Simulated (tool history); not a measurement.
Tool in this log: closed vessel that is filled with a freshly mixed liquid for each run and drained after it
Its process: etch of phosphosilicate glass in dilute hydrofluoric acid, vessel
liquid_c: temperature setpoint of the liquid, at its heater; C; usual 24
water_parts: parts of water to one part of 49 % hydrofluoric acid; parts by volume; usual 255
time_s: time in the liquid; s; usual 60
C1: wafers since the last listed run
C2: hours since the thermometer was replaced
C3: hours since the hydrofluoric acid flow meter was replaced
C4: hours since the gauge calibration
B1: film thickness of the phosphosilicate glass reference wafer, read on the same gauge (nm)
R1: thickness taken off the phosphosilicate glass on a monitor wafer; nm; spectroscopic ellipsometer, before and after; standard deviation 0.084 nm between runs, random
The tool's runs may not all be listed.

{"run": 1, "hour": 0.0, "liquid_c": 24, "water_parts": 255, "time_s": 60, "C1": 0, "C2": 1485.6, "C3": 1781.4, "C4": 1674.9, "B1": 129.97, "R1": 16.43}
{"run": 2, "hour": 52.2, "liquid_c": 24, "water_parts": 255, "time_s": 60, "C1": 3829, "C2": 1537.8, "C3": 1833.6, "C4": 1727.1, "B1": 130, "R1": 16.22}
{"hour": 208.3, "done": "hydrofluoric acid flow meter replaced"}
{"run": 3, "hour": 305.9, "liquid_c": 24, "water_parts": 335, "time_s": 60, "C1": 18540, "C2": 1791.5, "C3": 97.6, "C4": 1980.8, "B1": 129.99, "R1": 11.62}
{"run": 4, "hour": 359.6, "liquid_c": 24, "water_parts": 335, "time_s": 60, "C1": 3940, "C2": 1845.2, "C3": 151.3, "C4": 2034.5, "B1": 130, "R1": 11.43}
{"run": 5, "hour": 455.1, "liquid_c": 24, "water_parts": 335, "time_s": 60, "C1": 7006, "C2": 1940.7, "C3": 246.8, "C4": 2130, "B1": 130, "R1": 11.45}
{"run": 6, "hour": 528.5, "liquid_c": 24, "water_parts": 255, "time_s": 35, "C1": 5385, "C2": 2014.1, "C3": 320.2, "C4": 2203.4, "B1": 130.01, "R1": 9.55}
{"run": 7, "hour": 567.9, "liquid_c": 24, "water_parts": 255, "time_s": 35, "C1": 2890, "C2": 2053.5, "C3": 359.6, "C4": 2242.8, "B1": 130.01, "R1": 9.57}
{"run": 8, "hour": 633.7, "liquid_c": 24, "water_parts": 255, "time_s": 35, "C1": 4827, "C2": 2119.3, "C3": 425.4, "C4": 2308.6, "B1": 129.99, "R1": 9.62}
{"run": 9, "hour": 721.5, "liquid_c": 24, "water_parts": 255, "time_s": 60, "C1": 6441, "C2": 2207.1, "C3": 513.2, "C4": 2396.4, "B1": 130.01, "R1": 16.54}
{"run": 10, "hour": 760.5, "liquid_c": 24, "water_parts": 255, "time_s": 60, "C1": 2861, "C2": 2246.1, "C3": 552.2, "C4": 2435.4, "B1": 129.98, "R1": 16.58}
{"hour": 798.8, "done": "gauge calibrated"}
{"run": 11, "hour": 860.9, "liquid_c": 24, "water_parts": 255, "time_s": 60, "C1": 7366, "C2": 2346.5, "C3": 652.6, "C4": 62.1, "B1": 130.02, "R1": 16.47}
{"run": 12, "hour": 948.8, "liquid_c": 24, "water_parts": 255, "time_s": 60, "C1": 6449, "C2": 2434.4, "C3": 740.5, "C4": 150, "B1": 129.97, "R1": 16.64}
{"run": 13, "hour": 1000.9, "liquid_c": 27, "water_parts": 255, "time_s": 60, "C1": 3822, "C2": 2486.5, "C3": 792.6, "C4": 202.1, "B1": 130.01, "R1": 18.25}
{"run": 14, "hour": 1078.1, "liquid_c": 19, "water_parts": 255, "time_s": 70, "C1": 5664, "C2": 2563.7, "C3": 869.8, "C4": 279.3, "B1": 130.02, "R1": 16.15}
{"run": 15, "hour": 1307.2, "liquid_c": 24, "water_parts": 255, "time_s": 60, "C1": 16809, "C2": 2792.8, "C3": 1098.9, "C4": 508.4, "B1": 130.01, "R1": 16.68}
{"run": 16, "hour": 1409.4, "liquid_c": 19.5, "water_parts": 255, "time_s": 60, "C1": 7498, "C2": 2895, "C3": 1201.1, "C4": 610.6, "B1": 129.99, "R1": 14.34}
{"run": 17, "hour": 1712.2, "liquid_c": 24, "water_parts": 255, "time_s": 60, "C1": 22216, "C2": 3197.8, "C3": 1503.9, "C4": 913.4, "B1": 130.01, "R1": 16.81}
{"hour": 1759.7, "done": "thermometer replaced"}
{"run": 18, "hour": 1786.0, "liquid_c": 24, "water_parts": 255, "time_s": 30, "C1": 5341, "C2": 26.3, "C3": 1577.7, "C4": 987.2, "B1": 129.97, "R1": 7.86}
{"hour": 1804.6, "done": "hydrofluoric acid flow meter replaced"}
{"run": 19, "hour": 1838.6, "liquid_c": 24, "water_parts": 170, "time_s": 30, "C1": 3785, "C2": 78.9, "C3": 34, "C4": 1039.8, "B1": 129.99, "R1": 12.84}
{"run": 20, "hour": 1910.5, "liquid_c": 27.5, "water_parts": 305, "time_s": 60, "C1": 5275, "C2": 150.8, "C3": 105.9, "C4": 1111.7, "B1": 130.01, "R1": 13.99}
{"run": 21, "hour": 1971.8, "liquid_c": 21, "water_parts": 360, "time_s": 90, "C1": 4497, "C2": 212.1, "C3": 167.2, "C4": 1173, "B1": 130.01, "R1": 13.54}
{"run": 22, "hour": 2021.1, "liquid_c": 21.5, "water_parts": 125, "time_s": 80, "C1": 3617, "C2": 261.4, "C3": 216.5, "C4": 1222.3, "B1": 129.99, "R1": 44.37}
{"run": 23, "hour": 2079.1, "liquid_c": 21, "water_parts": 330, "time_s": 60, "C1": 4255, "C2": 319.4, "C3": 274.5, "C4": 1280.3, "B1": 129.99, "R1": 10.26}
{"run": 24, "hour": 2182.9, "liquid_c": 20.5, "water_parts": 320, "time_s": 30, "C1": 7615, "C2": 423.2, "C3": 378.3, "C4": 1384.1, "B1": 130.02, "R1": 5.25}
{"run": 25, "hour": 2251.1, "liquid_c": 24, "water_parts": 255, "time_s": 80, "C1": 5003, "C2": 491.4, "C3": 446.5, "C4": 1452.3, "B1": 130.01, "R1": 21.13}
{"run": 26, "hour": 2306.1, "liquid_c": 22, "water_parts": 180, "time_s": 60, "C1": 4035, "C2": 546.4, "C3": 501.5, "C4": 1507.3, "B1": 130.02, "R1": 22.68}
{"run": 27, "hour": 2402.4, "liquid_c": 24, "water_parts": 255, "time_s": 40, "C1": 7065, "C2": 642.7, "C3": 597.8, "C4": 1603.6, "B1": 130.01, "R1": 10.58}
{"run": 28, "hour": 2448.4, "liquid_c": 24, "water_parts": 200, "time_s": 40, "C1": 3375, "C2": 688.7, "C3": 643.8, "C4": 1649.6, "B1": 130.01, "R1": 14.25}
{"run": 29, "hour": 2549.8, "liquid_c": 24, "water_parts": 360, "time_s": 60, "C1": 7439, "C2": 790.1, "C3": 745.2, "C4": 1751, "B1": 130.02, "R1": 10.13}
{"run": 30, "hour": 2642.2, "liquid_c": 24, "water_parts": 355, "time_s": 60, "C1": 6779, "C2": 882.5, "C3": 837.6, "C4": 1843.4, "B1": 130, "R1": 10.38}
{"run": 31, "hour": 2734.4, "liquid_c": 24, "water_parts": 200, "time_s": 40, "C1": 6764, "C2": 974.7, "C3": 929.8, "C4": 1935.6, "B1": 130, "R1": 14.44}
{"run": 32, "hour": 2778.8, "liquid_c": 24, "water_parts": 255, "time_s": 60, "C1": 3257, "C2": 1019.1, "C3": 974.2, "C4": 1980, "B1": 130, "R1": 15.98}
{"hour": 2844.8, "done": "gauge calibrated"}
{"run": 33, "hour": 2857.0, "liquid_c": 19.5, "water_parts": 370, "time_s": 75, "C1": 5737, "C2": 1097.3, "C3": 1052.4, "C4": 12.2, "B1": 130, "R1": 10.6}

Forecast each of these 3 alternatives for the next run:
{"run": "A", "hour": 2857.7, "liquid_c": 21.5, "water_parts": 255, "time_s": 60, "C1": 51, "C2": 1098, "C3": 1053.1, "C4": 12.9, "B1": "?", "R1": "?"}
{"run": "B", "hour": 2857.7, "liquid_c": 27.5, "water_parts": 375, "time_s": 60, "C1": 51, "C2": 1098, "C3": 1053.1, "C4": 12.9, "B1": "?", "R1": "?"}
{"run": "C", "hour": 2857.7, "liquid_c": 24, "water_parts": 370, "time_s": 60, "C1": 51, "C2": 1098, "C3": 1053.1, "C4": 12.9, "B1": "?", "R1": "?"}

run=A B1=130 R1=14.72
run=B B1=130 R1=10.9
run=C B1=130 R1=9.92
With the hidden condition removed and each run's random variation left untouched, the same runs would have given:
run=A R1=14.31
run=B R1=10.64
run=C R1=9.67
